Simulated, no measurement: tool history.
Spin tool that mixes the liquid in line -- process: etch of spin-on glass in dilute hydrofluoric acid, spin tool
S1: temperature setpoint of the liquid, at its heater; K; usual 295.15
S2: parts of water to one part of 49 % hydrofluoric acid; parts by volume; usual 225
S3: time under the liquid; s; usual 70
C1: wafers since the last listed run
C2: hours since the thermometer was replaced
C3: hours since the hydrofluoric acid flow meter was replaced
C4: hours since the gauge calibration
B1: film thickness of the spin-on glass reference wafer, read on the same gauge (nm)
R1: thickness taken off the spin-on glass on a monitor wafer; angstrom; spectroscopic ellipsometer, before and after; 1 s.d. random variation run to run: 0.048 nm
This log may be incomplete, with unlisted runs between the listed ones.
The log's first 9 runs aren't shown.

{"hour": 665.5, "done": "thermometer replaced"}
{"run": 10, "hour": 694.5, "S1": 299.15, "S2": 155, "S3": 95, "C1": 919, "C2": 29, "C3": 84.6, "C4": 1558.2, "B1": 79.98, "R1": 331.1}
{"run": 11, "hour": 778.4, "S1": 299.15, "S2": 280, "S3": 70, "C1": 1230, "C2": 112.9, "C3": 168.5, "C4": 1642.1, "B1": 80.03, "R1": 117.4}
{"run": 12, "hour": 976.8, "S1": 295.15, "S2": 225, "S3": 70, "C1": 2910, "C2": 311.3, "C3": 366.9, "C4": 1840.5, "B1": 80.01, "R1": 133.8}
{"run": 13, "hour": 1069.5, "S1": 295.15, "S2": 225, "S3": 70, "C1": 1359, "C2": 404, "C3": 459.6, "C4": 1933.2, "B1": 80.01, "R1": 134.6}
{"run": 14, "hour": 1117.4, "S1": 295.15, "S2": 225, "S3": 35, "C1": 702, "C2": 451.9, "C3": 507.5, "C4": 1981.1, "B1": 80.01, "R1": 66.8}
{"run": 15, "hour": 1219.4, "S1": 295.15, "S2": 300, "S3": 70, "C1": 1496, "C2": 553.9, "C3": 609.5, "C4": 2083.1, "B1": 79.98, "R1": 93.3}
{"run": 16, "hour": 1324.4, "S1": 299.15, "S2": 155, "S3": 95, "C1": 1540, "C2": 658.9, "C3": 714.5, "C4": 2188.1, "B1": 80.02, "R1": 332.2}
{"hour": 1352.7, "done": "gauge calibrated"}
{"run": 17, "hour": 1400.3, "S1": 292.65, "S2": 225, "S3": 45, "C1": 1113, "C2": 734.8, "C3": 790.4, "C4": 47.6, "B1": 80, "R1": 78}
{"run": 18, "hour": 1454.1, "S1": 295.15, "S2": 225, "S3": 70, "C1": 789, "C2": 788.6, "C3": 844.2, "C4": 101.4, "B1": 79.99, "R1": 134.4}
{"run": 19, "hour": 1493.7, "S1": 291.15, "S2": 225, "S3": 105, "C1": 580, "C2": 828.2, "C3": 883.8, "C4": 141, "B1": 80.02, "R1": 172.8}
{"hour": 1583.5, "done": "hydrofluoric acid flow meter replaced"}
{"run": 20, "hour": 1597.6, "S1": 292.15, "S2": 180, "S3": 60, "C1": 1509, "C2": 932.1, "C3": 14.1, "C4": 244.9, "B1": 79.98, "R1": 129.9}

Expected results for the next run?
{"run": 21, "hour": 1698.9, "S1": 295.15, "S2": 145, "S3": 110, "C1": 1485, "C2": 1033.4, "C3": 115.4, "C4": 346.2, "B1": "?", "R1": "?"}

B1: 80.02
R1: 343.7 angstrom
Were there no unlogged condition in the tool, this run, its random variation unchanged, would have produced R1 352 angstrom.
